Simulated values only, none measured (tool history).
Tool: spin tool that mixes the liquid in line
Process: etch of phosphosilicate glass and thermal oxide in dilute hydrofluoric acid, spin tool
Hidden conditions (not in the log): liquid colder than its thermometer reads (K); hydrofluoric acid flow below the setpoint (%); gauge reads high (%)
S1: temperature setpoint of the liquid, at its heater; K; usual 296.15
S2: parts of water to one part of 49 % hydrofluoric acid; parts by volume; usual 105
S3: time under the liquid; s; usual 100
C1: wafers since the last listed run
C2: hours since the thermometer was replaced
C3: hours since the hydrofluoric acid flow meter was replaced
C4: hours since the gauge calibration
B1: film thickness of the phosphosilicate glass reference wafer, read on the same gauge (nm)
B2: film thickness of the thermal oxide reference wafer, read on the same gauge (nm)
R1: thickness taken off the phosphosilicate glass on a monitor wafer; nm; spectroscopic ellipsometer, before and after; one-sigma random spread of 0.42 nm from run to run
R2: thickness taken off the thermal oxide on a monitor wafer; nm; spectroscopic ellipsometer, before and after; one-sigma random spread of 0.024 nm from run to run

{"run": 1, "hour": 0.0, "S1": 296.15, "S2": 105, "S3": 100, "C1": 0, "C2": 887.0, "C3": 184.2, "C4": 673.0, "B1": 144.78, "B2": 144.774, "R1": 53.38, "R2": 4.446}
{"run": 2, "hour": 37.1, "S1": 296.15, "S2": 105, "S3": 100, "C1": 243, "C2": 924.1, "C3": 221.3, "C4": 710.1, "B1": 144.75, "B2": 144.719, "R1": 53.29, "R2": 4.377}
{"run": 3, "hour": 80.2, "S1": 296.15, "S2": 105, "S3": 100, "C1": 282, "C2": 967.2, "C3": 264.4, "C4": 753.2, "B1": 144.66, "B2": 144.662, "R1": 52.49, "R2": 4.427}
{"run": 4, "hour": 105.9, "S1": 296.15, "S2": 105, "S3": 100, "C1": 168, "C2": 992.9, "C3": 290.1, "C4": 778.9, "B1": 144.61, "B2": 144.627, "R1": 52.66, "R2": 4.372}
{"run": 5, "hour": 145.5, "S1": 296.15, "S2": 105, "S3": 100, "C1": 259, "C2": 1032.5, "C3": 329.7, "C4": 818.5, "B1": 144.59, "B2": 144.553, "R1": 52.71, "R2": 4.422}
{"run": 6, "hour": 187.7, "S1": 296.15, "S2": 105, "S3": 100, "C1": 276, "C2": 1074.7, "C3": 371.9, "C4": 860.7, "B1": 144.53, "B2": 144.516, "R1": 52.58, "R2": 4.38}
{"run": 7, "hour": 253.7, "S1": 296.15, "S2": 105, "S3": 100, "C1": 432, "C2": 1140.7, "C3": 437.9, "C4": 926.7, "B1": 144.44, "B2": 144.466, "R1": 52.56, "R2": 4.397}
{"run": 8, "hour": 308.0, "S1": 296.15, "S2": 105, "S3": 100, "C1": 356, "C2": 1195.0, "C3": 492.2, "C4": 981.0, "B1": 144.42, "B2": 144.417, "R1": 52.73, "R2": 4.408}
{"hour": 340.3, "done": "gauge calibrated"}
{"run": 9, "hour": 349.0, "S1": 296.15, "S2": 105, "S3": 145, "C1": 268, "C2": 1236.0, "C3": 533.2, "C4": 8.7, "B1": 150.32, "B2": 150.335, "R1": 80.78, "R2": 6.574}
{"run": 10, "hour": 409.5, "S1": 292.65, "S2": 145, "S3": 45, "C1": 396, "C2": 1296.5, "C3": 593.7, "C4": 69.2, "B1": 149.3, "B2": 149.299, "R1": 14.86, "R2": 1.228}
{"run": 11, "hour": 481.3, "S1": 299.15, "S2": 120, "S3": 55, "C1": 471, "C2": 1368.3, "C3": 665.5, "C4": 141.0, "B1": 148.36, "B2": 148.371, "R1": 28.68, "R2": 2.401}
{"run": 12, "hour": 522.8, "S1": 296.15, "S2": 105, "S3": 100, "C1": 272, "C2": 1409.8, "C3": 707.0, "C4": 182.5, "B1": 147.9, "B2": 147.914, "R1": 54.68, "R2": 4.481}
{"hour": 577.3, "done": "hydrofluoric acid flow meter replaced"}
{"run": 13, "hour": 580.6, "S1": 292.15, "S2": 105, "S3": 100, "C1": 372, "C2": 1467.6, "C3": 3.3, "C4": 240.3, "B1": 147.36, "B2": 147.353, "R1": 46.27, "R2": 3.824}
{"run": 14, "hour": 618.1, "S1": 294.65, "S2": 75, "S3": 130, "C1": 246, "C2": 1505.1, "C3": 40.8, "C4": 277.8, "B1": 147.09, "B2": 147.07, "R1": 95.69, "R2": 7.926}
{"hour": 637.2, "done": "thermometer replaced"}
{"run": 15, "hour": 664.1, "S1": 298.65, "S2": 70, "S3": 135, "C1": 295, "C2": 26.9, "C3": 86.8, "C4": 323.8, "B1": 146.74, "B2": 146.76, "R1": 124.71, "R2": 10.482}
{"run": 16, "hour": 708.5, "S1": 299.15, "S2": 135, "S3": 155, "C1": 291, "C2": 71.3, "C3": 131.2, "C4": 368.2, "B1": 146.51, "B2": 146.506, "R1": 70.1, "R2": 5.767}
{"run": 17, "hour": 762.4, "S1": 292.65, "S2": 145, "S3": 45, "C1": 353, "C2": 125.2, "C3": 185.1, "C4": 422.1, "B1": 146.28, "B2": 146.24, "R1": 14.51, "R2": 1.19}
{"run": 18, "hour": 796.9, "S1": 293.65, "S2": 145, "S3": 100, "C1": 226, "C2": 159.7, "C3": 219.6, "C4": 456.6, "B1": 146.12, "B2": 146.072, "R1": 33.34, "R2": 2.795}
{"run": 19, "hour": 835.2, "S1": 296.15, "S2": 105, "S3": 100, "C1": 251, "C2": 198.0, "C3": 257.9, "C4": 494.9, "B1": 145.94, "B2": 145.944, "R1": 53.34, "R2": 4.441}

Alternative continuations, all from the tool just after run 19; predict every row:
{"run": "A", "hour": 835.6, "S1": 296.15, "S2": 105, "S3": 100, "C1": 2, "C2": 198.4, "C3": 258.3, "C4": 495.3, "B1": "?", "B2": "?", "R1": "?", "R2": "?"}
{"run": "B", "hour": 835.6, "S1": 296.15, "S2": 145, "S3": 100, "C1": 2, "C2": 198.4, "C3": 258.3, "C4": 495.3, "B1": "?", "B2": "?", "R1": "?", "R2": "?"}
{"run": "C", "hour": 835.6, "S1": 301.15, "S2": 145, "S3": 40, "C1": 2, "C2": 198.4, "C3": 258.3, "C4": 495.3, "B1": "?", "B2": "?", "R1": "?", "R2": "?"}
{"run": "D", "hour": 835.6, "S1": 296.15, "S2": 105, "S3": 45, "C1": 2, "C2": 198.4, "C3": 258.3, "C4": 495.3, "B1": "?", "B2": "?", "R1": "?", "R2": "?"}

run=A B1=145.92 B2=145.943 R1=54.28 R2=4.432
run=B B1=145.92 B2=145.943 R1=37.53 R2=3.065
run=C B1=145.92 B2=145.943 R1=18.14 R2=1.481
run=D B1=145.92 B2=145.943 R1=24.43 R2=1.995
Without the tool's hidden state the same runs would have given:
run=A R1=55.79 R2=4.556
run=B R1=38.58 R2=3.150
run=C R1=18.64 R2=1.522
run=D R1=25.11 R2=2.050

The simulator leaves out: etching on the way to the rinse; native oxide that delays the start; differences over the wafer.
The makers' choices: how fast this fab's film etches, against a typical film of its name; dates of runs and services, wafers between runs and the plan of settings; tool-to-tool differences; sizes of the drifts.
